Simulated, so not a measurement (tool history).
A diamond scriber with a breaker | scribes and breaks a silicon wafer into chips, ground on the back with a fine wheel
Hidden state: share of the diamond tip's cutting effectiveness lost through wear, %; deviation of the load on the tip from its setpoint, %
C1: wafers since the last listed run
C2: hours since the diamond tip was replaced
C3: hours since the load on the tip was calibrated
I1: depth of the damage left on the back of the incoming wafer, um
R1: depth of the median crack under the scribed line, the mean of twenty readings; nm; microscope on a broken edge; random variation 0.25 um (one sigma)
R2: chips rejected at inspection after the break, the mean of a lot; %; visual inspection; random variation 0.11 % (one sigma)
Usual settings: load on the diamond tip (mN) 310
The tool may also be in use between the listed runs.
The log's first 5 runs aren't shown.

{"run": 6, "hour": 145.7, "load on the diamond tip (mN)": 310, "C1": 153, "C2": 539.4, "C3": 346.2, "I1": 1.99, "R1": 11590, "R2": 6.99}
{"run": 7, "hour": 181.0, "load on the diamond tip (mN)": 310, "C1": 156, "C2": 574.7, "C3": 381.5, "I1": 1.55, "R1": 11980, "R2": 7.18}
{"run": 8, "hour": 196.7, "load on the diamond tip (mN)": 310, "C1": 69, "C2": 590.4, "C3": 397.2, "I1": 2.46, "R1": 11870, "R2": 7.24}
{"run": 9, "hour": 225.6, "load on the diamond tip (mN)": 329, "C1": 127, "C2": 619.3, "C3": 426.1, "I1": 1.81, "R1": 12160, "R2": 5.9}
{"hour": 250.1, "done": "diamond tip replaced by a new one"}
{"run": 10, "hour": 253.7, "load on the diamond tip (mN)": 368, "C1": 115, "C2": 3.6, "C3": 454.2, "I1": 1.63, "R1": 14090, "R2": 1.94}
{"run": 11, "hour": 266.6, "load on the diamond tip (mN)": 368, "C1": 57, "C2": 16.5, "C3": 467.1, "I1": 1.79, "R1": 14310, "R2": 1.76}
{"run": 12, "hour": 289.6, "load on the diamond tip (mN)": 310, "C1": 101, "C2": 39.5, "C3": 490.1, "I1": 1.54, "R1": 12450, "R2": 4.15}
{"run": 13, "hour": 318.5, "load on the diamond tip (mN)": 310, "C1": 127, "C2": 68.4, "C3": 519, "I1": 1.59, "R1": 12470, "R2": 4.34}
{"run": 14, "hour": 348.9, "load on the diamond tip (mN)": 310, "C1": 134, "C2": 98.8, "C3": 549.4, "I1": 2.45, "R1": 12470, "R2": 5.35}
{"run": 15, "hour": 365.9, "load on the diamond tip (mN)": 310, "C1": 75, "C2": 115.8, "C3": 566.4, "I1": 2.96, "R1": 12100, "R2": 5.86}
{"run": 16, "hour": 399.9, "load on the diamond tip (mN)": 310, "C1": 150, "C2": 149.8, "C3": 600.4, "I1": 2.13, "R1": 12320, "R2": 6.23}
{"run": 17, "hour": 427.6, "load on the diamond tip (mN)": 269, "C1": 122, "C2": 177.5, "C3": 628.1, "I1": 1.63, "R1": 10920, "R2": 13.43}
{"run": 18, "hour": 451.9, "load on the diamond tip (mN)": 357, "C1": 107, "C2": 201.8, "C3": 652.4, "I1": 2.67, "R1": 12990, "R2": 3.72}
{"run": 19, "hour": 479.2, "load on the diamond tip (mN)": 235, "C1": 120, "C2": 229.1, "C3": 679.7, "I1": 2.64, "R1": 10220, "R2": 20.18}
{"run": 20, "hour": 505.5, "load on the diamond tip (mN)": 250, "C1": 116, "C2": 255.4, "C3": 706, "I1": 2.56, "R1": 10490, "R2": 17.3}
{"run": 21, "hour": 527.7, "load on the diamond tip (mN)": 252, "C1": 98, "C2": 277.6, "C3": 728.2, "I1": 2.87, "R1": 10610, "R2": 17.42}
{"run": 22, "hour": 551.8, "load on the diamond tip (mN)": 310, "C1": 106, "C2": 301.7, "C3": 752.3, "I1": 2.88, "R1": 11510, "R2": 8.8}
{"run": 23, "hour": 585.3, "load on the diamond tip (mN)": 378, "C1": 148, "C2": 335.2, "C3": 785.8, "I1": 2.58, "R1": 12880, "R2": 2.72}
{"run": 24, "hour": 620.2, "load on the diamond tip (mN)": 270, "C1": 154, "C2": 370.1, "C3": 820.7, "I1": 2.18, "R1": 10790, "R2": 16.14}
{"run": 25, "hour": 633.1, "load on the diamond tip (mN)": 399, "C1": 57, "C2": 383, "C3": 833.6, "I1": 2.74, "R1": 13300, "R2": 2.77}
{"run": 26, "hour": 651.0, "load on the diamond tip (mN)": 358, "C1": 79, "C2": 400.9, "C3": 851.5, "I1": 2.42, "R1": 12910, "R2": 4.15}
{"run": 27, "hour": 684.5, "load on the diamond tip (mN)": 364, "C1": 148, "C2": 434.4, "C3": 885, "I1": 1.6, "R1": 12960, "R2": 3.7}

The next listed run, before its measurement:
{"run": 28, "hour": 706.6, "load on the diamond tip (mN)": 310, "C1": 97, "C2": 456.5, "C3": 907.1, "I1": 2.6, "R1": "?", "R2": "?"}

{"run 28": {"R1": 11350, "R2": 10.1}}
Without the tool's hidden state the same run would have given R1 13650 nm, R2 2.42 %.
